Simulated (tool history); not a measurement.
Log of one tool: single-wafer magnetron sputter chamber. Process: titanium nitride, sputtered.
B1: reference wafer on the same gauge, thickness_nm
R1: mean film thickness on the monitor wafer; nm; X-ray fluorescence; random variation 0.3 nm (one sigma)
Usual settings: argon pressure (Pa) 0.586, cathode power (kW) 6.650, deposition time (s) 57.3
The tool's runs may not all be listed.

Run 1, hour 0.0: usual settings but deposition time (s) 48.6; B1 71.730. Result: R1 56.242 nm.
Run 2, hour 84.5: usual settings; B1 71.654. Result: R1 67.208 nm.
Run 3, hour 148.5: usual settings; B1 71.709. Result: R1 66.711 nm.
Run 4, hour 216.7: usual settings; B1 71.701. Result: R1 66.598 nm.
At hour 225.8: sputter target and shields replaced.
Run 5, hour 272.4: usual settings; B1 71.774. Result: R1 67.294 nm.
Run 6, hour 338.8: usual settings; B1 71.725. Result: R1 67.069 nm.
Run 7, hour 379.5: usual settings; B1 71.687. Result: R1 67.147 nm.
Run 8, hour 475.2: usual settings but cathode power (kW) 5.450; B1 71.665. Result: R1 57.919 nm.
Run 9, hour 566.9: usual settings but cathode power (kW) 5.450; B1 71.828. Result: R1 58.464 nm.
Run 10, hour 645.3: usual settings but cathode power (kW) 5.450; B1 71.787. Result: R1 58.361 nm.
At hour 659.5: sputter target and shields replaced.
Run 11, hour 710.4: usual settings but cathode power (kW) 7.700; B1 71.752. Result: R1 74.271 nm.
Run 12, hour 784.9: usual settings but cathode power (kW) 7.700; B1 71.632. Result: R1 74.231 nm.
Run 13, hour 829.5: usual settings but argon pressure (Pa) 0.419; B1 71.691. Result: R1 70.370 nm.
Run 14, hour 865.8: usual settings but argon pressure (Pa) 0.419; B1 71.683. Result: R1 69.805 nm.
Run 15, hour 927.0: usual settings but argon pressure (Pa) 0.419; B1 71.702. Result: R1 69.761 nm.
Run 16, hour 971.5: usual settings; B1 71.746. Result: R1 65.760 nm.
Run 17, hour 1060.2: usual settings but argon pressure (Pa) 0.379, cathode power (kW) 8.200, deposition time (s) 51.7; B1 71.752. Result: R1 74.518 nm.
Run 18, hour 1158.1: usual settings but argon pressure (Pa) 0.782, cathode power (kW) 7.700, deposition time (s) 49.3; B1 71.743. Result: R1 59.485 nm.
At hour 1179.7: sputter target and shields replaced.
At hour 1184.9: gauge calibrated.
At hour 1206.5: capacitance manometer re-zeroed and calibrated.
Run 19, hour 1225.3: usual settings; B1 71.726. Result: R1 67.798 nm.
Run 20, hour 1313.3: usual settings but argon pressure (Pa) 0.423, cathode power (kW) 5.100, deposition time (s) 65.0; B1 71.677. Result: R1 67.571 nm.
Run 21, hour 1386.8: usual settings but cathode power (kW) 6.050; B1 71.825. Result: R1 63.827 nm.
Run 22, hour 1456.1: usual settings; B1 71.716. Result: R1 68.374 nm.
At hour 1532.4: magnet pack replaced.
Run 23, hour 1536.8: usual settings but argon pressure (Pa) 0.424, cathode power (kW) 5.200, deposition time (s) 67.4; B1 71.724. Result: R1 70.462 nm.
At hour 1574.3: sputter target and shields replaced.
Run 24, hour 1629.9: usual settings but argon pressure (Pa) 0.683, cathode power (kW) 5.550, deposition time (s) 61.9; B1 71.701. Result: R1 62.606 nm.
Run 25, hour 1725.7: usual settings but argon pressure (Pa) 0.746, cathode power (kW) 5.800, deposition time (s) 61.7; B1 71.687. Result: R1 63.508 nm.
Run 26, hour 1784.5: usual settings but argon pressure (Pa) 0.387, cathode power (kW) 6.150; B1 71.672. Result: R1 68.467 nm.
Run 27, hour 1832.5: usual settings but argon pressure (Pa) 0.696; B1 71.761. Result: R1 65.624 nm.
Run 28, hour 1871.1: usual settings but argon pressure (Pa) 0.400, cathode power (kW) 5.900, deposition time (s) 61.7; B1 71.675. Result: R1 70.429 nm.
Run 29, hour 1963.7: usual settings; B1 71.682. Result: R1 67.362 nm.
At hour 2059.5: sputter target and shields replaced.
Run 30, hour 2067.6: usual settings but argon pressure (Pa) 0.676, cathode power (kW) 7.250, deposition time (s) 65.1; B1 71.776. Result: R1 79.082 nm.
Run 31, hour 2170.5: usual settings but deposition time (s) 53.9; B1 71.711. Result: R1 63.554 nm.
Run 32, hour 2262.9: usual settings but argon pressure (Pa) 0.367; B1 71.629. Result: R1 72.099 nm.

3 ways to go on from here, each from the tool as it stands after run 32. What would each give?
Run A, hour 2263.3: usual settings; B1 ?. Result: R1 ?.
Run B, hour 2263.3: usual settings but argon pressure (Pa) 0.428, cathode power (kW) 5.650, deposition time (s) 64.3; B1 ?. Result: R1 ?.
Run C, hour 2263.3: usual settings but cathode power (kW) 7.950, deposition time (s) 51.1; B1 ?. Result: R1 ?.

run      B1      R1
  A  71.690  67.576
  B  71.690  70.915
  C  71.690  68.716
Without the tool's hidden state the same runs would have given:
run      R1
  A  68.349
  B  71.565
  C  69.502

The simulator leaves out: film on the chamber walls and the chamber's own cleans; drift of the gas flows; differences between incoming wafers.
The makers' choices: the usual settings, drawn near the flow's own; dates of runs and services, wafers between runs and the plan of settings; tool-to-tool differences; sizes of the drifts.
